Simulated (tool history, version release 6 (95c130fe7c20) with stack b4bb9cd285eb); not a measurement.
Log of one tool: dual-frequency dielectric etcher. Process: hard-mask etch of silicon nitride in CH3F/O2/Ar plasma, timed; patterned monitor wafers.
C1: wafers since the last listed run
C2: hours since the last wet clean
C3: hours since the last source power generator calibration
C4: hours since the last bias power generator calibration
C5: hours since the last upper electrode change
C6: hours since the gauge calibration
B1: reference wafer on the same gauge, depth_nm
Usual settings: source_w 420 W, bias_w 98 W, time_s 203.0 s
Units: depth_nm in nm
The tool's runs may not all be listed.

Run 1, hour 0.0: usual settings but source_w 470 W; C1 0; C2 130.6; C3 2986.4; C4 4340.7; C5 4250.2; C6 762.3; B1 209.9. Result: depth_nm 180.5 nm.
Run 2, hour 77.0: usual settings but source_w 470 W; C1 372; C2 207.6; C3 3063.4; C4 4417.7; C5 4327.2; C6 839.3; B1 209.9. Result: depth_nm 180.6 nm.
Run 3, hour 163.4: usual settings but source_w 470 W; C1 417; C2 294.0; C3 3149.8; C4 4504.1; C5 4413.6; C6 925.7; B1 210.0. Result: depth_nm 180.6 nm.
At hour 213.3: wet clean of the chamber.
Run 4, hour 213.8: usual settings but source_w 390 W, bias_w 91 W; C1 127; C2 0.5; C3 3200.2; C4 4554.5; C5 4464.0; C6 976.1; B1 209.9. Result: depth_nm 163.9 nm.
Run 5, hour 251.9: usual settings; C1 184; C2 38.6; C3 3238.3; C4 4592.6; C5 4502.1; C6 1014.2; B1 210.2. Result: depth_nm 171.2 nm.
Run 6, hour 288.1: usual settings; C1 175; C2 74.8; C3 3274.5; C4 4628.8; C5 4538.3; C6 1050.4; B1 210.0. Result: depth_nm 171.2 nm.
Run 7, hour 339.5: usual settings; C1 248; C2 126.2; C3 3325.9; C4 4680.2; C5 4589.7; C6 1101.8; B1 210.0. Result: depth_nm 171.2 nm.
Run 8, hour 376.1: usual settings but bias_w 80 W, time_s 234.0 s; C1 177; C2 162.8; C3 3362.5; C4 4716.8; C5 4626.3; C6 1138.4; B1 210.0. Result: depth_nm 190.4 nm.
Run 9, hour 416.1: usual settings but bias_w 105 W, time_s 157.5 s; C1 193; C2 202.8; C3 3402.5; C4 4756.8; C5 4666.3; C6 1178.4; B1 210.1. Result: depth_nm 134.9 nm.
Run 10, hour 503.6: usual settings but bias_w 105 W, time_s 157.5 s; C1 423; C2 290.3; C3 3490.0; C4 4844.3; C5 4753.8; C6 1265.9; B1 209.9. Result: depth_nm 135.1 nm.
Run 11, hour 542.8: usual settings but bias_w 105 W, time_s 157.5 s; C1 189; C2 329.5; C3 3529.2; C4 4883.5; C5 4793.0; C6 1305.1; B1 209.8. Result: depth_nm 135.2 nm.
Run 12, hour 586.2: usual settings; C1 209; C2 372.9; C3 3572.6; C4 4926.9; C5 4836.4; C6 1348.5; B1 210.2. Result: depth_nm 171.4 nm.
At hour 627.7: wet clean of the chamber.
Run 13, hour 727.0: usual settings but bias_w 107 W, time_s 166.0 s; C1 564; C2 99.3; C3 3713.4; C4 5067.7; C5 4977.2; C6 1489.3; B1 210.0. Result: depth_nm 143.1 nm.
Run 14, hour 782.5: usual settings but bias_w 112 W; C1 268; C2 154.8; C3 3768.9; C4 5123.2; C5 5032.7; C6 1544.8; B1 210.3. Result: depth_nm 176.2 nm.
At hour 830.7: bias power generator calibrated.
At hour 864.2: source power generator calibrated.
Run 15, hour 864.7: usual settings but source_w 500 W, time_s 251.0 s; C1 358; C2 237.0; C3 0.5; C4 34.0; C5 5114.9; C6 1627.0; B1 210.2. Result: depth_nm 235.1 nm.
Run 16, hour 943.3: usual settings; C1 380; C2 315.6; C3 79.1; C4 112.6; C5 5193.5; C6 1705.6; B1 209.9. Result: depth_nm 175.0 nm.
At hour 979.9: gauge calibrated.
At hour 1016.9: wet clean of the chamber.
At hour 1034.3: upper electrode replaced.
Run 17, hour 1046.5: usual settings but bias_w 117 W; C1 298; C2 29.6; C3 182.3; C4 215.8; C5 12.2; C6 66.6; B1 209.9. Result: depth_nm 182.8 nm.
Run 18, hour 1101.4: usual settings but source_w 480 W, bias_w 121 W; C1 265; C2 84.5; C3 237.2; C4 270.7; C5 67.1; C6 121.5; B1 210.2. Result: depth_nm 194.8 nm.
Run 19, hour 1169.7: usual settings but source_w 350 W, bias_w 77 W, time_s 262.5 s; C1 330; C2 152.8; C3 305.5; C4 339.0; C5 135.4; C6 189.8; B1 210.0. Result: depth_nm 197.9 nm.
Run 20, hour 1220.4: usual settings but time_s 236.0 s; C1 245; C2 203.5; C3 356.2; C4 389.7; C5 186.1; C6 240.5; B1 210.0. Result: depth_nm 203.1 nm.
Run 21, hour 1303.3: usual settings but source_w 390 W, bias_w 91 W; C1 400; C2 286.4; C3 439.1; C4 472.6; C5 269.0; C6 323.4; B1 210.0. Result: depth_nm 165.9 nm.
At hour 1389.6: wet clean of the chamber.
Run 22, hour 1405.6: usual settings but source_w 360 W, bias_w 118 W, time_s 235.5 s; C1 378; C2 16.0; C3 541.4; C4 574.9; C5 371.3; C6 425.7; B1 210.2. Result: depth_nm 196.5 nm.

How the hidden state differs across the entries between the runs, from the last listed run before each to the first after it:
Between runs 3 and 4: wet clean of the chamber (hour 213.3)
  source power that arrives over what is set, %: -4.87 -> -4.89
  measured less the result without the state, depth_nm: -4.1 -> -3.8 nm
Between runs 12 and 13: wet clean of the chamber (hour 627.7)
  source power that arrives over what is set, %: -5.03 -> -5.07
  measured less the result without the state, depth_nm: -4.1 -> -3.5 nm
Between runs 14 and 15: bias power generator calibrated (hour 830.7); source power generator calibrated (hour 864.2)
  source power that arrives over what is set, %: -5.09 -> 0.0431
  measured less the result without the state, depth_nm: -4.3 -> +0.0 nm
Between runs 16 and 17: gauge calibrated (hour 979.9); wet clean of the chamber (hour 1016.9); upper electrode replaced (hour 1034.3)
  source power that arrives over what is set, %: -0.224 -> -0.555
  measured less the result without the state, depth_nm: -0.2 -> -0.5 nm
Between runs 21 and 22: wet clean of the chamber (hour 1389.6)
  source power that arrives over what is set, %: -1.29 -> -1.54
  measured less the result without the state, depth_nm: -1.0 -> -1.4 nm
